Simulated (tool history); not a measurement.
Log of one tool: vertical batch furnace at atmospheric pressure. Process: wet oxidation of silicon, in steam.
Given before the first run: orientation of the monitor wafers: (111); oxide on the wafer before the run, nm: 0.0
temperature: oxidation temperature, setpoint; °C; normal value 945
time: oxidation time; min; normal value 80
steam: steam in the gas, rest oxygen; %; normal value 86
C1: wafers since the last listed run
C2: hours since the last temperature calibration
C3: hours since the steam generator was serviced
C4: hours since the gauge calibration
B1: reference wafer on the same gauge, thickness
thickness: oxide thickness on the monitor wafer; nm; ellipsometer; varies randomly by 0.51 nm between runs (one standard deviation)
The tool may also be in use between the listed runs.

{"run": 1, "hour": 0.0, "temperature": 945, "time": 80, "steam": 89, "C1": 0, "C2": 2116.8, "C3": 3247.5, "C4": 86, "B1": 340.01, "thickness": 347.9}
{"run": 2, "hour": 9.7, "temperature": 945, "time": 80, "steam": 89, "C1": 137, "C2": 2126.5, "C3": 3257.2, "C4": 95.7, "B1": 340.03, "thickness": 347.77}
{"run": 3, "hour": 16.9, "temperature": 945, "time": 80, "steam": 89, "C1": 102, "C2": 2133.7, "C3": 3264.4, "C4": 102.9, "B1": 340.02, "thickness": 347.85}
{"run": 4, "hour": 25.4, "temperature": 957, "time": 49.5, "steam": 86, "C1": 120, "C2": 2142.2, "C3": 3272.9, "C4": 111.4, "B1": 340.09, "thickness": 267.07}
{"run": 5, "hour": 35.7, "temperature": 945, "time": 80, "steam": 95, "C1": 146, "C2": 2152.5, "C3": 3283.2, "C4": 121.7, "B1": 340.02, "thickness": 364.09}
{"run": 6, "hour": 95.9, "temperature": 945, "time": 80, "steam": 95, "C1": 853, "C2": 2212.7, "C3": 3343.4, "C4": 181.9, "B1": 339.98, "thickness": 363.51}
{"run": 7, "hour": 109.0, "temperature": 945, "time": 108.5, "steam": 93, "C1": 185, "C2": 2225.8, "C3": 3356.5, "C4": 195, "B1": 340.04, "thickness": 439.54}
{"run": 8, "hour": 118.8, "temperature": 945, "time": 108.5, "steam": 93, "C1": 138, "C2": 2235.6, "C3": 3366.3, "C4": 204.8, "B1": 339.99, "thickness": 439.31}
{"run": 9, "hour": 126.6, "temperature": 945, "time": 108.5, "steam": 93, "C1": 110, "C2": 2243.4, "C3": 3374.1, "C4": 212.6, "B1": 340.06, "thickness": 438.09}
{"run": 10, "hour": 141.9, "temperature": 945, "time": 90, "steam": 86, "C1": 216, "C2": 2258.7, "C3": 3389.4, "C4": 227.9, "B1": 339.99, "thickness": 368.42}
{"hour": 155.0, "done": "gauge calibrated"}
{"run": 11, "hour": 157.7, "temperature": 945, "time": 80, "steam": 86, "C1": 224, "C2": 2274.5, "C3": 3405.2, "C4": 2.7, "B1": 340.03, "thickness": 341.07}
{"run": 12, "hour": 175.1, "temperature": 945, "time": 80, "steam": 86, "C1": 246, "C2": 2291.9, "C3": 3422.6, "C4": 20.1, "B1": 340.01, "thickness": 340.21}
{"run": 13, "hour": 183.2, "temperature": 945, "time": 80, "steam": 86, "C1": 114, "C2": 2300, "C3": 3430.7, "C4": 28.2, "B1": 340.02, "thickness": 341.13}
{"hour": 218.7, "done": "thermocouples replaced and temperature profile calibrated"}
{"run": 14, "hour": 219.2, "temperature": 936, "time": 80, "steam": 86, "C1": 170, "C2": 0.5, "C3": 3466.7, "C4": 64.2, "B1": 339.98, "thickness": 305.06}
{"run": 15, "hour": 232.4, "temperature": 945, "time": 80, "steam": 86, "C1": 187, "C2": 13.7, "C3": 3479.9, "C4": 77.4, "B1": 339.98, "thickness": 327.05}
{"run": 16, "hour": 250.7, "temperature": 929, "time": 113, "steam": 75, "C1": 259, "C2": 32, "C3": 3498.2, "C4": 95.7, "B1": 339.98, "thickness": 335.46}
{"run": 17, "hour": 270.6, "temperature": 945, "time": 80, "steam": 86, "C1": 282, "C2": 51.9, "C3": 3518.1, "C4": 115.6, "B1": 339.99, "thickness": 327.79}
{"run": 18, "hour": 286.7, "temperature": 967, "time": 92, "steam": 78, "C1": 228, "C2": 68, "C3": 3534.2, "C4": 131.7, "B1": 340.04, "thickness": 392.89}
{"run": 19, "hour": 308.5, "temperature": 954, "time": 80, "steam": 80, "C1": 309, "C2": 89.8, "C3": 3556, "C4": 153.5, "B1": 340.09, "thickness": 332.85}
{"hour": 345.1, "done": "steam generator serviced"}
{"run": 20, "hour": 345.6, "temperature": 960, "time": 105, "steam": 79, "C1": 185, "C2": 126.9, "C3": 0.5, "C4": 190.6, "B1": 339.88, "thickness": 413.59}
{"run": 21, "hour": 350.5, "temperature": 927, "time": 114, "steam": 74, "C1": 69, "C2": 131.8, "C3": 5.4, "C4": 195.5, "B1": 339.99, "thickness": 330.5}
{"run": 22, "hour": 355.5, "temperature": 954, "time": 42, "steam": 79, "C1": 70, "C2": 136.8, "C3": 10.4, "C4": 200.5, "B1": 339.92, "thickness": 209.52}
{"run": 23, "hour": 360.5, "temperature": 945, "time": 46.5, "steam": 89, "C1": 70, "C2": 141.8, "C3": 15.4, "C4": 205.5, "B1": 340.14, "thickness": 229.42}
{"run": 24, "hour": 376.2, "temperature": 945, "time": 43, "steam": 86, "C1": 222, "C2": 157.5, "C3": 31.1, "C4": 221.2, "B1": 339.89, "thickness": 211.2}

Run 25 has not been measured yet. What should we expect?
{"run": 25, "hour": 417.0, "temperature": 945, "time": 80, "steam": 81, "C1": 578, "C2": 198.3, "C3": 71.9, "C4": 262, "B1": "?", "thickness": "?"}

B1: 340.05
thickness: 316.83 nm
The same run, on a tool lacking any hidden state, would have yielded thickness 313.93 nm.
